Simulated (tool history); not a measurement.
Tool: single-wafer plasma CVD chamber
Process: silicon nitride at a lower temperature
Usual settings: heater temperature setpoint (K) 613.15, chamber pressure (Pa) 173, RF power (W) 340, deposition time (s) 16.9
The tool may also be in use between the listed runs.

| run | hour | heater temperature setpoint (K) | chamber pressure (Pa) | RF power (W) | deposition time (s) | read-back reference wafer on the same gauge, thickness_nm | mean film thickness on the monitor wafer (angstrom) |
|---|---|---|---|---|---|---|---|
| 1 | 0 | 613.15 | 173 | 340 | 16.9 | 19.389 | 176.28 |
| 2 | 37.7 | 613.15 | 173 | 340 | 16.9 | 19.405 | 176.78 |
| 3 | 101.9 | 613.15 | 173 | 340 | 16.9 | 19.397 | 175.66 |
| 4 | 148.6 | 613.15 | 173 | 340 | 16.9 | 19.392 | 175.69 |
|  | 189.3 | gauge calibrated |
| 5 | 194.1 | 613.15 | 173 | 340 | 16.9 | 19.4 | 176.04 |
| 6 | 254.5 | 613.15 | 173 | 340 | 16.9 | 19.398 | 175.38 |
| 7 | 292.6 | 613.15 | 144 | 340 | 16.9 | 19.391 | 166.4 |
| 8 | 328.9 | 613.15 | 173 | 340 | 18.7 | 19.397 | 193.59 |
| 9 | 380.8 | 609.15 | 173 | 340 | 16.9 | 19.393 | 175.32 |
| 10 | 420.3 | 613.15 | 173 | 340 | 16.9 | 19.41 | 174.14 |
|  | 493.5 | RF generator calibrated |
| 11 | 522.9 | 613.15 | 173 | 340 | 16.9 | 19.399 | 182.27 |
| 12 | 573.5 | 613.15 | 173 | 355 | 16.9 | 19.407 | 185.15 |
|  | 634.6 | thermocouple changed; heater temperature recalibrated |
| 13 | 642.3 | 613.15 | 145 | 275 | 17.7 | 19.405 | 159.85 |
| 14 | 704.9 | 627.15 | 201 | 340 | 18 | 19.391 | 197.41 |
| 15 | 752.2 | 613.15 | 173 | 340 | 16.9 | 19.406 | 179.14 |
| 16 | 779.3 | 613.15 | 173 | 340 | 18.9 | 19.379 | 200.13 |
|  | 792.5 | showerhead replaced |
|  | 832.5 | gauge calibrated |
| 17 | 845 | 605.15 | 147 | 340 | 16.9 | 19.398 | 170.29 |
|  | 892.4 | capacitance manometer re-zeroed and calibrated |
| 18 | 905.7 | 613.15 | 173 | 340 | 16.9 | 19.396 | 181.48 |
| 19 | 970.9 | 603.15 | 173 | 405 | 16.9 | 19.402 | 197.84 |
| 20 | 1013 | 627.15 | 173 | 305 | 14.9 | 19.402 | 147.85 |
| 21 | 1057.8 | 623.15 | 144 | 340 | 16.9 | 19.403 | 169.16 |
| 22 | 1123.7 | 613.15 | 173 | 340 | 16.9 | 19.393 | 177.79 |
| 23 | 1177.4 | 613.15 | 157 | 310 | 14.4 | 19.413 | 140.73 |

Forecast each of these 3 alternatives for the next run:
| A | 1177.8 | 613.15 | 173 | 280 | 16.9 | ? | ? |
| B | 1177.8 | 604.15 | 173 | 340 | 19.3 | ? | ? |
| C | 1177.8 | 613.15 | 144 | 280 | 19 | ? | ? |

| run | read-back reference wafer on the same gauge, thickness_nm | mean film thickness on the monitor wafer (angstrom) |
|---|---|---|
| A | 19.389 | 160.11 |
| B | 19.389 | 204.29 |
| C | 19.389 | 170.8 |
Without the tool's hidden state the same runs would have given:
| run | mean film thickness on the monitor wafer (angstrom) |
|---|---|
| A | 167.93 |
| B | 213.84 |
| C | 179.2 |
